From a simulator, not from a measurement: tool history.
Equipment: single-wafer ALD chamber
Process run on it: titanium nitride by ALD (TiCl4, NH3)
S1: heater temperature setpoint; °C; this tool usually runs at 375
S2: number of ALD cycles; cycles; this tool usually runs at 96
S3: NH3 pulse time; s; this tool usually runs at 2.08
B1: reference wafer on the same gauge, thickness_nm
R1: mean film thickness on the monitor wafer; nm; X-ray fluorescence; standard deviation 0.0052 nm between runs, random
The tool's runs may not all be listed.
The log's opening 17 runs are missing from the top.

run	hour	S1	S2	S3	B1	R1
18	532.4	375	96	2.08	2.071	2.057
19	553.7	362	85	2.08	2.069	1.769
20	587.0	365	105	2.43	2.068	2.214
# hour 628.8: thermocouple changed; heater temperature recalibrated
21	629.3	375	96	2.08	2.067	2.050
22	647.7	375	96	2.08	2.065	2.050
23	671.9	360	109	2.49	2.064	2.276
24	779.6	367	77	1.78	2.060	1.601
# hour 784.4: gauge calibrated
25	801.5	383	87	1.56	2.090	1.871
26	834.0	384	96	1.49	2.089	2.061
27	854.5	388	104	1.56	2.090	2.241
# hour 883.2: showerhead replaced
28	883.7	375	88	2.08	2.090	1.902
29	911.2	382	110	1.42	2.090	2.360
30	934.8	375	96	2.08	2.090	2.064
31	956.0	375	96	1.75	2.090	2.055
32	975.2	375	96	1.61	2.090	2.043
33	1067.5	371	104	1.42	2.089	2.181
34	1083.8	375	103	1.57	2.089	2.190
35	1106.5	375	96	2.08	2.088	2.073
36	1137.2	375	96	2.08	2.088	2.073
37	1167.2	375	96	2.08	2.087	2.081

Here are 5 independent what-if runs from the current tool condition. What would each one return?
A	1167.8	375	96	1.56	?	?
B	1167.8	388	111	2.08	?	?
C	1167.8	364	104	2.87	?	?
D	1167.8	380	96	2.57	?	?
E	1167.8	386	80	2.36	?	?

run	B1	R1
A	2.088	2.043
B	2.088	2.427
C	2.088	2.235
D	2.088	2.101
E	2.088	1.754
Had the tool no hidden state, the same runs would have come out as:
run	R1
A	2.045
B	2.430
C	2.237
D	2.103
E	1.756

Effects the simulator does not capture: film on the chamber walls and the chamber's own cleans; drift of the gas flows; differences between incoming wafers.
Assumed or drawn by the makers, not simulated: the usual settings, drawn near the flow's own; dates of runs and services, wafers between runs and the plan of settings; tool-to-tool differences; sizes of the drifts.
